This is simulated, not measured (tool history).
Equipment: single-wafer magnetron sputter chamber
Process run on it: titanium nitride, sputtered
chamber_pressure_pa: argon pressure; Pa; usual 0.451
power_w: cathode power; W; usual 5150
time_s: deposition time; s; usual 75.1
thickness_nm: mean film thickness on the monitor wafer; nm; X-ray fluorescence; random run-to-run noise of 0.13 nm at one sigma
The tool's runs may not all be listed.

run   hour  chamber_pressure_pa  power_w  time_s  wafers since the last listed run  wafers on the sputter target  hours since the last manometer calibration  hours since the magnet pack was replaced  hours since the gauge calibration  read-back reference wafer on the same gauge, thickness_nm  thickness_nm
  1    0.0                0.451     5150    75.1                                 0                          1589                                       740.8                                   10260.3                               56.2                                                     57.680        68.495
  2   34.0                0.451     5150    75.1                               618                          2208                                       774.8                                   10294.3                               90.2                                                     57.714        68.118
  3   58.1                0.321     5150    75.1                               438                          2647                                       798.9                                   10318.4                              114.3                                                     57.710        71.384
  4   87.9                0.451     5150    75.1                               542                          3189                                       828.7                                   10348.2                              144.1                                                     57.701        67.847
     151.7  -- sputter target and shields replaced
  5  162.1                0.451     5150    75.1                              1205                           189                                       902.9                                   10422.4                              218.3                                                     57.722        68.321
  6  180.9                0.451     5150    75.1                               342                           531                                       921.7                                   10441.2                              237.1                                                     57.707        68.252
     210.9  -- gauge calibrated
  7  213.8                0.451     5150    75.1                               598                          1130                                       954.6                                   10474.1                                2.9                                                     57.693        68.108
  8  246.2                0.451     5150    75.1                               589                          1720                                       987.0                                   10506.5                               35.3                                                     57.703        67.800
  9  259.7                0.530     5150    75.1                               245                          1966                                      1000.5                                   10520.0                               48.8                                                     57.693        65.715
 10  276.5                0.451     5150    75.1                               305                          2271                                      1017.3                                   10536.8                               65.6                                                     57.670        67.761
     293.4  -- magnet pack replaced
 11  303.3                0.567     5150    62.0                               342                          2614                                      1044.1                                       9.9                               92.4                                                     57.669        53.317
 12  320.1                0.306     6100    75.1                               305                          2919                                      1060.9                                      26.7                              109.2                                                     57.654        82.571
 13  343.9                0.451     5150    75.1                               433                          3353                                      1084.7                                      50.5                              133.0                                                     57.718        66.738
     355.9  -- sputter target and shields replaced
     359.0  -- capacitance manometer re-zeroed and calibrated
 14  376.1                0.287     4200    69.4                               383                           311                                        17.1                                      82.7                              165.2                                                     57.700        57.182
 15  390.7                0.451     5550    75.1                               265                           577                                        31.7                                      97.3                              179.8                                                     57.690        74.574
 16  415.5                0.507     4250    71.0                               451                          1029                                        56.5                                     122.1                              204.6                                                     57.704        54.656
 17  451.4                0.570     4150    82.5                               653                          1682                                        92.4                                     158.0                              240.5                                                     57.723        61.014
 18  477.0                0.594     5850    82.8                               466                          2148                                       118.0                                     183.6                              266.1                                                     57.711        82.026

How would selected steps in thickness_nm from run to run divide? Give the signed amount a tool lacking its hidden state would still show from settings, what came in and random variation, and the signed amount left for the hidden state, including any gauge scatter that is not in both of the compared results.
Hidden state at play: deposition rate above that of a new target (%); true argon pressure above the setpoint (%); gauge reads high (%).
Run 11 -> 12: chamber_pressure_pa 0.567 -> 0.306, power_w 5150 -> 6100, time_s 62.0 -> 75.1. thickness_nm +29.254 nm: hidden state -0.460, all else +29.714.
Run 13 -> 14: chamber_pressure_pa 0.451 -> 0.287, power_w 5150 -> 4200, time_s 75.1 -> 69.4, sputter target and shields replaced, capacitance manometer re-zeroed and calibrated. thickness_nm -9.556 nm: hidden state +2.963, all else -12.519.

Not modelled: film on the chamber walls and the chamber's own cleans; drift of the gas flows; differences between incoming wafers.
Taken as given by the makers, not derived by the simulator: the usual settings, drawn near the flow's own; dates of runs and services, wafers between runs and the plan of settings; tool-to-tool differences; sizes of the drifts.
